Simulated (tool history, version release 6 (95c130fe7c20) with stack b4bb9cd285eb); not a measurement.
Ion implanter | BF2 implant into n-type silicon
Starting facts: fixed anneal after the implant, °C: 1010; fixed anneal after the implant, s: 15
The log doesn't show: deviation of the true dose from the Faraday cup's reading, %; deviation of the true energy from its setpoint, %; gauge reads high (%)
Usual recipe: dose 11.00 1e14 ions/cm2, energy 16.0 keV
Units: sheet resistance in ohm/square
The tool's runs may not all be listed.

run	hour	dose	energy	wafers since the last listed run	hours since the last dose calibration	hours since the extraction supply was calibrated	hours since the gauge calibration	read-back reference wafer on the same gauge, sheet resistance	sheet resistance
1	0.0	8.77	16.0	0	0.5	2585.6	1442.0	187.98	208.14
2	54.3	11.00	16.0	1358	54.8	2639.9	1496.3	187.96	194.57
3	119.8	11.00	16.0	1639	120.3	2705.4	1561.8	188.00	194.62
4	168.2	11.00	16.0	1211	168.7	2753.8	1610.2	187.91	194.59
# hour 183.6: gauge calibrated
5	238.5	11.00	16.0	1759	239.0	2824.1	54.9	187.93	194.29
6	308.7	11.00	16.0	1756	309.2	2894.3	125.1	188.15	194.38
7	410.1	11.00	16.0	2537	410.6	2995.7	226.5	187.98	194.45
8	492.4	11.00	16.0	2059	492.9	3078.0	308.8	188.04	194.60
9	587.3	11.00	16.0	2374	587.8	3172.9	403.7	188.02	193.51
10	658.7	11.83	16.0	1786	659.2	3244.3	475.1	187.91	190.74
11	733.2	11.83	16.0	1864	733.7	3318.8	549.6	187.97	190.32
12	828.9	11.00	14.5	2394	829.4	3414.5	645.3	188.12	200.64
# hour 845.2: Faraday cup replaced and dose calibrated
13	914.6	11.00	14.5	1944	69.4	3500.2	731.0	187.95	201.96
14	1009.5	11.00	14.5	2374	164.3	3595.1	825.9	188.02	202.12
15	1074.0	11.00	16.0	1614	228.8	3659.6	890.4	187.93	195.13
16	1175.2	11.00	16.0	2532	330.0	3760.8	991.6	187.98	194.95
17	1233.5	11.66	20.5	1458	388.3	3819.1	1049.9	187.98	172.67
18	1335.5	11.66	20.5	2552	490.3	3921.1	1151.9	187.92	172.39
19	1378.7	11.00	16.0	1081	533.5	3964.3	1195.1	187.86	192.99
20	1477.6	9.58	11.0	2474	632.4	4063.2	1294.0	187.93	229.93
21	1534.2	11.00	16.0	1416	689.0	4119.8	1350.6	188.08	193.08
22	1576.3	8.85	17.5	1053	731.1	4161.9	1392.7	188.01	198.34
23	1674.7	12.03	20.0	2462	829.5	4260.3	1491.1	187.84	171.56
24	1718.1	9.90	16.0	1086	872.9	4303.7	1534.5	187.95	198.40
25	1780.3	11.00	16.0	1556	935.1	4365.9	1596.7	188.01	192.96
# hour 1823.4: Faraday cup replaced and dose calibrated
26	1842.6	11.00	10.5	1358	19.2	4428.2	1659.0	187.86	226.84
# hour 1876.5: extraction supply calibrated
27	1891.0	12.86	12.0	1010	67.6	14.5	1707.4	187.97	209.52
28	1945.8	13.34	17.5	1371	122.4	69.3	1762.2	188.08	179.87
29	2016.4	9.90	16.0	1766	193.0	139.9	1832.8	188.04	200.12
30	2082.1	11.00	21.5	1644	258.7	205.6	1898.5	188.03	170.98
31	2121.5	12.89	16.0	985	298.1	245.0	1937.9	187.93	186.85
# hour 2153.8: gauge calibrated
32	2384.3	7.71	20.0	6576	560.9	507.8	230.5	188.05	198.72
33	2488.7	9.36	10.5	2612	665.3	612.2	334.9	187.96	234.57
34	2557.0	13.94	21.5	1709	733.6	680.5	403.2	188.01	161.25
35	2678.3	13.10	19.0	3035	854.9	801.8	524.5	187.92	172.46
36	2779.1	13.00	21.5	2522	955.7	902.6	625.3	187.95	162.42
# hour 2810.0: Faraday cup replaced and dose calibrated
37	2867.2	12.12	13.5	2004	57.2	990.7	713.4	188.20	203.80
38	2953.2	13.10	11.0	2152	143.2	1076.7	799.4	188.07	215.22

Hidden state, per run?
deviation of the true energy from its setpoint, %: 0, the same for each run
gauge reads high (%): 0, the same for each run
H1: deviation of the true dose from the Faraday cup's reading, %
run	H1
1	-0.255
2	-0.239
3	-0.177
4	-0.102
5	0.0535
6	0.262
7	0.656
8	1.06
9	1.61
10	2.1
11	2.66
12	3.47
13	-0.278
14	-0.158
15	-0.0213
16	0.285
17	0.511
18	0.996
19	1.24
20	1.86
21	2.26
22	2.59
23	3.42
24	3.82
25	4.43
26	0.302
27	0.325
28	0.381
29	0.501
30	0.662
31	0.781
32	2
33	2.69
34	3.21
35	4.25
36	5.24
37	-0.582
38	-0.489
